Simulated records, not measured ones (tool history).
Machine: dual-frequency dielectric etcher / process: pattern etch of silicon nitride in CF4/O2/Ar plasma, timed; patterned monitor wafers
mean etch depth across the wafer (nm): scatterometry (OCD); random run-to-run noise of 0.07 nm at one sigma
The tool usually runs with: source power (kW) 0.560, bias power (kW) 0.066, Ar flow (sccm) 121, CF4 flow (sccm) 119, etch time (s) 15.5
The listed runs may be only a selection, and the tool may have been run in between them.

run	hour	source power (kW)	bias power (kW)	Ar flow (sccm)	CF4 flow (sccm)	etch time (s)	read-back reference wafer on the same gauge, depth_nm	mean etch depth across the wafer (nm)
1	0.0	0.560	0.066	121	119	15.5	33.01	35.22
2	12.9	0.560	0.066	121	119	15.5	33.01	35.27
3	48.0	0.560	0.066	121	119	15.5	32.98	35.26
4	69.1	0.560	0.066	121	119	15.5	33.00	35.23
5	102.4	0.560	0.066	121	119	15.5	33.02	35.49
6	122.6	0.620	0.066	112	119	15.5	33.01	38.57
7	155.2	0.620	0.066	112	119	15.5	33.00	38.77
# hour 180.1: Ar flow controller replaced
# hour 201.4: wet clean of the chamber
8	201.9	0.620	0.066	112	119	15.5	32.98	37.82
9	202.2	0.560	0.066	121	119	15.5	33.03	34.70
# hour 208.7: gauge calibrated
10	215.0	0.560	0.066	121	119	15.5	33.00	34.76
11	232.5	0.560	0.066	121	119	15.5	32.96	34.67
# hour 276.4: source power generator calibrated
# hour 280.4: upper electrode replaced
12	280.9	0.660	0.066	121	119	11.5	33.00	31.12
13	281.5	0.560	0.066	121	96	15.5	33.00	35.93
14	293.5	0.560	0.066	132	119	11.5	33.00	27.10
# hour 305.4: bias power generator calibrated
# hour 322.5: CF4 flow controller replaced
15	363.3	0.510	0.066	150	102	14.0	32.98	29.72
16	381.7	0.560	0.066	129	119	15.5	33.00	36.61
17	396.2	0.510	0.066	121	119	15.5	33.01	34.20
18	427.0	0.660	0.066	121	119	11.5	32.99	31.14
19	440.7	0.560	0.066	121	107	13.5	33.01	31.72
# hour 461.3: gauge calibrated
20	475.8	0.560	0.066	121	119	15.5	33.03	36.71
21	493.6	0.560	0.066	121	119	15.5	32.99	36.78

3 options for the next run, each taken on its own from the tool as it stands now. Forecast them:
A	494.0	0.560	0.066	121	119	13.5	?	?
B	494.0	0.560	0.066	121	141	11.5	?	?
C	494.0	0.470	0.066	121	119	18.0	?	?

run	read-back reference wafer on the same gauge, depth_nm	mean etch depth across the wafer (nm)
A	33.00	32.02
B	33.00	27.79
C	33.00	37.24
Had the tool no hidden state, the same runs would have come out as:
run	mean etch depth across the wafer (nm)
A	31.75
B	27.56
C	36.93
